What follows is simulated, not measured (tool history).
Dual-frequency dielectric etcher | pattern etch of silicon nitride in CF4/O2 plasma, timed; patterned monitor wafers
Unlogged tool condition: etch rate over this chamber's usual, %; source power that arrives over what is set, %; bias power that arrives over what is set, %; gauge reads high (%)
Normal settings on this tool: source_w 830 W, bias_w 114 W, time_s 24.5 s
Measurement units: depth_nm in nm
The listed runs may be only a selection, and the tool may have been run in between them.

run	day	source_w	bias_w	time_s	wafers since the last listed run	hours since the last wet clean	hours since the last source power generator calibration	hours since the last bias power generator calibration	hours since the last upper electrode change	hours since the gauge calibration	read-back reference wafer on the same gauge, depth_nm	depth_nm
1	0.000	830	114	24.5	0	47.0	2388.4	3660.3	3148.3	625.3	68.4	62.7
2	0.862	830	114	24.5	318	67.7	2409.1	3681.0	3169.0	646.0	68.5	62.9
3	1.554	830	114	24.5	255	84.3	2425.7	3697.6	3185.6	662.6	68.5	62.5
4	2.908	830	114	24.5	499	116.8	2458.2	3730.1	3218.1	695.1	68.5	62.9
5	3.496	910	114	24.5	216	130.9	2472.3	3744.2	3232.2	709.2	68.5	67.1
6	4.162	830	114	24.5	245	146.9	2488.3	3760.2	3248.2	725.2	68.5	63.0
# day 4.625: source power generator calibrated
7	5.038	830	114	24.5	261	167.9	9.9	3781.2	3269.2	746.2	68.5	62.8
# day 5.638: gauge calibrated
8	5.646	830	114	24.5	224	182.5	24.5	3795.8	3283.8	0.2	68.5	62.9
9	7.108	920	96	24.5	539	217.6	59.6	3830.9	3318.9	35.3	68.5	63.5
10	7.946	830	114	30.5	308	237.7	79.7	3851.0	3339.0	55.4	68.4	78.5
11	8.521	830	125	24.5	212	251.5	93.5	3864.8	3352.8	69.2	68.4	66.2
# day 10.162: upper electrode replaced
12	10.183	830	140	18.0	244	291.4	133.4	3904.7	0.5	109.1	68.5	50.0
13	10.292	980	96	27.0	39	294.0	136.0	3907.3	3.1	111.7	68.6	72.9
14	11.746	830	88	24.5	536	328.9	170.9	3942.2	38.0	146.6	68.5	56.4
15	12.479	920	87	24.5	270	346.5	188.5	3959.8	55.6	164.2	68.4	61.2
16	13.679	830	114	24.5	442	375.3	217.3	3988.6	84.4	193.0	68.5	62.0
17	14.488	830	139	29.0	298	394.7	236.7	4008.0	103.8	212.4	68.5	80.4
18	15.238	830	139	24.5	276	412.7	254.7	4026.0	121.8	230.4	68.5	67.8
19	16.117	900	136	21.5	324	433.8	275.8	4047.1	142.9	251.5	68.4	62.0
# day 16.862: bias power generator calibrated
# day 17.708: wet clean of the chamber
20	17.729	710	114	24.5	221	0.5	314.5	20.8	181.6	290.2	68.6	56.1
21	18.354	830	114	29.0	230	15.5	329.5	35.8	196.6	305.2	68.5	74.0
22	19.583	920	114	17.0	453	45.0	359.0	65.3	226.1	334.7	68.5	47.0
23	22.833	710	114	24.5	1198	123.0	437.0	143.3	304.1	412.7	68.6	56.7
24	23.388	930	140	24.5	204	136.3	450.3	156.6	317.4	426.0	68.5	73.3
25	24.317	830	114	24.5	342	158.6	472.6	178.9	339.7	448.3	68.5	63.3
26	25.754	830	114	24.5	530	193.1	507.1	213.4	374.2	482.8	68.5	62.9
27	27.242	830	114	24.5	548	228.8	542.8	249.1	409.9	518.5	68.5	62.5
28	28.283	830	114	24.5	384	253.8	567.8	274.1	434.9	543.5	68.6	62.5
29	29.250	980	114	24.5	356	277.0	591.0	297.3	458.1	566.7	68.5	70.9
30	30.504	830	114	24.5	462	307.1	621.1	327.4	488.2	596.8	68.5	63.1
31	31.254	1020	125	17.0	276	325.1	639.1	345.4	506.2	614.8	68.5	52.0

For each entry between runs, how does the tool's hidden state at the last listed run before it compare with that at the first listed run after it?
In the gap between runs 6 and 7: source power generator calibrated (day 4.625)
  both runs share identical hidden conditions
In the gap between runs 7 and 8: gauge calibrated (day 5.638)
  both runs share identical hidden conditions
In the gap between runs 11 and 12: upper electrode replaced (day 10.162)
  both runs share identical hidden conditions
In the gap between runs 19 and 20: bias power generator calibrated (day 16.862); wet clean of the chamber (day 17.708)
  both runs share identical hidden conditions

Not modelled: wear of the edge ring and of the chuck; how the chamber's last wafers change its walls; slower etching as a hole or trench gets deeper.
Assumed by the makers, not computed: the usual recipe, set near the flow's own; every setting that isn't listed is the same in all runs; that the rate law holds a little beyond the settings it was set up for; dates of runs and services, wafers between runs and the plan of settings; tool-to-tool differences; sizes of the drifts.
